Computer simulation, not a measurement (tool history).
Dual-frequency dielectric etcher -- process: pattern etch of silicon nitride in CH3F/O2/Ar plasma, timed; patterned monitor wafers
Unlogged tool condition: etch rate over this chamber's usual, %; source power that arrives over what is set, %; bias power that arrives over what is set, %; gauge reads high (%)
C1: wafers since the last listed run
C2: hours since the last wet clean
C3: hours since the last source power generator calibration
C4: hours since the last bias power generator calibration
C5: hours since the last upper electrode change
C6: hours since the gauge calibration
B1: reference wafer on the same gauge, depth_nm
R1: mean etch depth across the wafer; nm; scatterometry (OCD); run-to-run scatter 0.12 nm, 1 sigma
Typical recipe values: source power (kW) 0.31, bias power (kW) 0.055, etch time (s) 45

Run 1, hour 0: usual settings; C1 0; C2 79.8; C3 2780.8; C4 1250.3; C5 4388.6; C6 295.1; B1 23.41. Result: R1 25.57 nm.
Run 2, hour 23.8: usual settings; C1 192; C2 103.6; C3 2804.6; C4 1274.1; C5 4412.4; C6 318.9; B1 23.39. Result: R1 25.64 nm.
Run 3, hour 57: usual settings; C1 268; C2 136.8; C3 2837.8; C4 1307.3; C5 4445.6; C6 352.1; B1 23.38. Result: R1 25.71 nm.
Run 4, hour 83.6: usual settings; C1 215; C2 163.4; C3 2864.4; C4 1333.9; C5 4472.2; C6 378.7; B1 23.36. Result: R1 25.74 nm.
Run 5, hour 116.8: usual settings; C1 268; C2 196.6; C3 2897.6; C4 1367.1; C5 4505.4; C6 411.9; B1 23.4. Result: R1 25.9 nm.
Run 6, hour 146.5: usual settings but etch time (s) 55; C1 240; C2 226.3; C3 2927.3; C4 1396.8; C5 4535.1; C6 441.6; B1 23.38. Result: R1 31.65 nm.
Run 7, hour 175.3: usual settings; C1 233; C2 255.1; C3 2956.1; C4 1425.6; C5 4563.9; C6 470.4; B1 23.39. Result: R1 25.91 nm.
Run 8, hour 207.4: usual settings; C1 259; C2 287.2; C3 2988.2; C4 1457.7; C5 4596; C6 502.5; B1 23.4. Result: R1 26.09 nm.
At hour 281.9: gauge calibrated.
At hour 301.8: wet clean of the chamber.
Run 9, hour 305.9: usual settings but bias power (kW) 0.049; C1 603; C2 4.1; C3 3086.7; C4 1556.2; C5 4694.5; C6 24; B1 23.38. Result: R1 24.57 nm.
Run 10, hour 334.4: usual settings; C1 230; C2 32.6; C3 3115.2; C4 1584.7; C5 4723; C6 52.5; B1 23.41. Result: R1 25.53 nm.
At hour 353.5: source power generator calibrated.
Run 11, hour 356.3: usual settings; C1 144; C2 54.5; C3 2.8; C4 1606.6; C5 4744.9; C6 74.4; B1 23.43. Result: R1 25.94 nm.
Run 12, hour 386: usual settings but source power (kW) 0.25; C1 240; C2 84.2; C3 32.5; C4 1636.3; C5 4774.6; C6 104.1; B1 23.42. Result: R1 23.65 nm.
Run 13, hour 419.6: usual settings but source power (kW) 0.25; C1 272; C2 117.8; C3 66.1; C4 1669.9; C5 4808.2; C6 137.7; B1 23.43. Result: R1 24.04 nm.
Run 14, hour 454.7: usual settings but source power (kW) 0.25; C1 284; C2 152.9; C3 101.2; C4 1705; C5 4843.3; C6 172.8; B1 23.41. Result: R1 23.73 nm.
Run 15, hour 477: usual settings; C1 180; C2 175.2; C3 123.5; C4 1727.3; C5 4865.6; C6 195.1; B1 23.39. Result: R1 25.86 nm.
Run 16, hour 497.4: usual settings but source power (kW) 0.24, etch time (s) 33; C1 165; C2 195.6; C3 143.9; C4 1747.7; C5 4886; C6 215.5; B1 23.37. Result: R1 17.33 nm.
At hour 506.6: bias power generator calibrated.
At hour 550.4: upper electrode replaced.
Run 17, hour 571.6: usual settings but source power (kW) 0.34, bias power (kW) 0.051, etch time (s) 37; C1 374; C2 269.8; C3 218.1; C4 65; C5 21.2; C6 289.7; B1 23.41. Result: R1 21.74 nm.
Run 18, hour 603.9: usual settings; C1 261; C2 302.1; C3 250.4; C4 97.3; C5 53.5; C6 322; B1 23.39. Result: R1 26.25 nm.
Run 19, hour 618.3: usual settings but bias power (kW) 0.05; C1 116; C2 316.5; C3 264.8; C4 111.7; C5 67.9; C6 336.4; B1 23.36. Result: R1 25.58 nm.
Run 20, hour 632.8: usual settings; C1 117; C2 331; C3 279.3; C4 126.2; C5 82.4; C6 350.9; B1 23.39. Result: R1 26.4 nm.
Run 21, hour 668.5: usual settings but etch time (s) 35.5; C1 289; C2 366.7; C3 315; C4 161.9; C5 118.1; C6 386.6; B1 23.4. Result: R1 20.89 nm.
At hour 710.9: wet clean of the chamber.
Run 22, hour 711.4: usual settings but source power (kW) 0.28, etch time (s) 57.5; C1 153; C2 0.5; C3 357.9; C4 204.8; C5 161; C6 429.5; B1 23.4. Result: R1 31.39 nm.
Run 23, hour 749.2: usual settings; C1 306; C2 38.3; C3 395.7; C4 242.6; C5 198.8; C6 467.3; B1 23.44. Result: R1 25.78 nm.
Run 24, hour 770.2: usual settings; C1 170; C2 59.3; C3 416.7; C4 263.6; C5 219.8; C6 488.3; B1 23.42. Result: R1 25.5 nm.
Run 25, hour 794: usual settings but bias power (kW) 0.061; C1 192; C2 83.1; C3 440.5; C4 287.4; C5 243.6; C6 512.1; B1 23.39. Result: R1 26.56 nm.
Run 26, hour 815.6: usual settings but source power (kW) 0.34, bias power (kW) 0.051, etch time (s) 37; C1 174; C2 104.7; C3 462.1; C4 309; C5 265.2; C6 533.7; B1 23.43. Result: R1 21.3 nm.
At hour 839.9: gauge calibrated.
Run 27, hour 843: usual settings but source power (kW) 0.36, bias power (kW) 0.066, etch time (s) 54; C1 221; C2 132.1; C3 489.5; C4 336.4; C5 292.6; C6 3.1; B1 23.37. Result: R1 34.66 nm.
Run 28, hour 861.4: usual settings but source power (kW) 0.28, bias power (kW) 0.047, etch time (s) 39.5; C1 149; C2 150.5; C3 507.9; C4 354.8; C5 311; C6 21.5; B1 23.38. Result: R1 20.78 nm.
Run 29, hour 894.6: usual settings but source power (kW) 0.29, bias power (kW) 0.062; C1 268; C2 183.7; C3 541.1; C4 388; C5 344.2; C6 54.7; B1 23.42. Result: R1 26.36 nm.
Run 30, hour 915.5: usual settings but source power (kW) 0.35, bias power (kW) 0.042, etch time (s) 56.5; C1 169; C2 204.6; C3 562; C4 408.9; C5 365.1; C6 75.6; B1 23.4. Result: R1 31.21 nm.
Run 31, hour 939.8: usual settings but source power (kW) 0.35, bias power (kW) 0.046, etch time (s) 32.5; C1 196; C2 228.9; C3 586.3; C4 433.2; C5 389.4; C6 99.9; B1 23.43. Result: R1 18.52 nm.

Some steps in R1 between neighbouring runs. How much of each would the tool show without its hidden state too (settings, what came in, random variation), and how much is left for the hidden state, with any gauge scatter that isn't in both results?
Run 8 -> 9: bias power (kW) 0.055 -> 0.049, gauge calibrated, wet clean of the chamber. R1 -1.52 nm: hidden state -0.47, all else -1.05.
Run 16 -> 17: source power (kW) 0.24 -> 0.34, bias power (kW) 0.055 -> 0.051, etch time (s) 33 -> 37, bias power generator calibrated, upper electrode replaced. R1 +4.41 nm: hidden state +0.2, all else +4.21.
Run 21 -> 22: source power (kW) 0.31 -> 0.28, etch time (s) 35.5 -> 57.5, wet clean of the chamber. R1 +10.5 nm: hidden state -0.71, all else +11.21.
Run 26 -> 27: source power (kW) 0.34 -> 0.36, bias power (kW) 0.051 -> 0.066, etch time (s) 37 -> 54, gauge calibrated. R1 +13.36 nm: hidden state +0.18, all else +13.18.
Run 27 -> 28: source power (kW) 0.36 -> 0.28, bias power (kW) 0.066 -> 0.047, etch time (s) 54 -> 39.5. R1 -13.88 nm: hidden state -0.11, all else -13.77.
Run 30 -> 31: bias power (kW) 0.042 -> 0.046, etch time (s) 56.5 -> 32.5. R1 -12.69 nm: hidden state -0.16, all else -12.53.

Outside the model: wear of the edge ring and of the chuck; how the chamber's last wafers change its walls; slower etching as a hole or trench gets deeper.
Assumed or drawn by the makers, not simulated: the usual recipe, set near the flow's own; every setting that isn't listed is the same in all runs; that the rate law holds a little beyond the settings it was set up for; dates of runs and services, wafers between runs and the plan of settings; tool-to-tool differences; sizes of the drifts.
